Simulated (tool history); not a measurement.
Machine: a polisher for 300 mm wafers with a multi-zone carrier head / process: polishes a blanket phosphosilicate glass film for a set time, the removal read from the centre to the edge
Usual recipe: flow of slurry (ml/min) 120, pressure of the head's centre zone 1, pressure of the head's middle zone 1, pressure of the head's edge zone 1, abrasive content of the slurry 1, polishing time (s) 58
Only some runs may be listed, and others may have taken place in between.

run   hour  flow of slurry (ml/min)  pressure of the head's centre zone  pressure of the head's middle zone  pressure of the head's edge zone  abrasive content of the slurry  polishing time (s)  wafers since the last listed run  wafers polished on this pad  hours since the slurry nozzle was cleaned  hours since the centre zone pressure was calibrated  hours since the edge zone pressure was calibrated  hours since the carrier head's membrane was replaced  incoming thickness of the incoming film, nm  film removed at the wafer's centre (angstrom)  film removed at mid-radius (angstrom)  film removed at the wafer's edge (angstrom)
  1      0                      120                                   1                                0.92                                 1                               1                  58                                 0                          882                                      569.8                                               1090.5                                              940.1                                                 439.4                                       3830.2                                           5374                                   5066                                         5709
       2.5  -- worn pad replaced by a new one
  2    9.9                      120                                   1                                1.03                                 1                               1                  58                                99                           99                                      579.7                                               1100.4                                                950                                                 449.3                                         3811                                           5739                                   6032                                         6131
  3   20.1                      120                                   1                                   1                                 1                               1                  58                               135                          234                                      589.9                                               1110.6                                              960.2                                                 459.5                                       3823.2                                           5627                                   5521                                         5925
  4   36.6                      120                                   1                                   1                                 1                               1                  58                               219                          454                                      606.4                                               1127.1                                              976.7                                                   476                                         3815                                           5224                                   5254                                         5680
  5   47.9                      120                                   1                                   1                                 1                               1                  58                               150                          605                                      617.7                                               1138.4                                                988                                                 487.3                                       3746.7                                           5104                                   5124                                         5563
      56.1  -- slurry nozzle cleaned
      60.3  -- edge zone pressure recalibrated
      62.7  -- worn pad replaced by a new one
  6   63.2                      120                                   1                                   1                                 1                               1                  58                               131                            6                                        7.1                                               1153.7                                                2.9                                                 502.6                                       3711.9                                           7381                                   7250                                         7513
  7   77.6                      120                                   1                                   1                                 1                               1                  58                               191                          197                                       21.5                                               1168.1                                               17.3                                                   517                                       3783.7                                           7008                                   6799                                         6891
      96.2  -- centre zone pressure recalibrated
     110.8  -- carrier head's membrane replaced by a new one
  8  111.3                      100                                1.04                                0.89                                 1                               1                  44                               355                          553                                       55.2                                                 15.1                                                 51                                                   0.5                                       3812.7                                           4843                                   4243                                         4838
  9  121.4                      120                                0.93                                 0.9                                 1                            1.15                  58                               134                          687                                       65.3                                                 25.2                                               61.1                                                  10.6                                       3797.9                                           6795                                   6357                                         6852
 10  131.1                      100                                1.07                                   1                                 1                               1                  58                               129                          817                                         75                                                 34.9                                               70.8                                                  20.3                                       3788.4                                           6505                                   6081                                         6139
     135.3  -- worn pad replaced by a new one
 11  143.2                      120                                   1                                   1                                 1                               1                  58                               107                          104                                       87.1                                                   47                                               82.9                                                  32.4                                       3810.7                                           7137                                   6966                                         7198
 12  155.6                       80                                   1                                   1                                 1                               1                  58                               165                          269                                       99.5                                                 59.4                                               95.3                                                  44.8                                       3772.1                                           5648                                   5794                                         6233
 13  170.2                       80                                   1                                0.92                                 1                               1                  58                               194                          464                                      114.1                                                   74                                              109.9                                                  59.4                                       3771.1                                           5797                                   5240                                         6086
 14  179.2                       90                                1.11                                1.12                                 1                               1                  58                               119                          584                                      123.1                                                   83                                              118.9                                                  68.4                                       3786.8                                           6337                                   6385                                         6084

For some of the steps in film removed at the wafer's centre (angstrom) from one run to the next: how much would appear even if the tool had no hidden state, given the settings, what came in and random variation, and how much remains for the hidden state plus any gauge scatter that the measured result and the result without hidden state don't share?
Hidden conditions of the tool in this case: removal rate lost through wear of the pad, %; slurry flow missing at the pad, %; deviation of the centre zone's pressure from its setpoint, %; deviation of the edge zone's pressure from its setpoint, %.
Run 5 -> 6: slurry nozzle cleaned, edge zone pressure recalibrated, worn pad replaced by a new one. film removed at the wafer's centre (angstrom) +2277: hidden state +2318, all else -41.
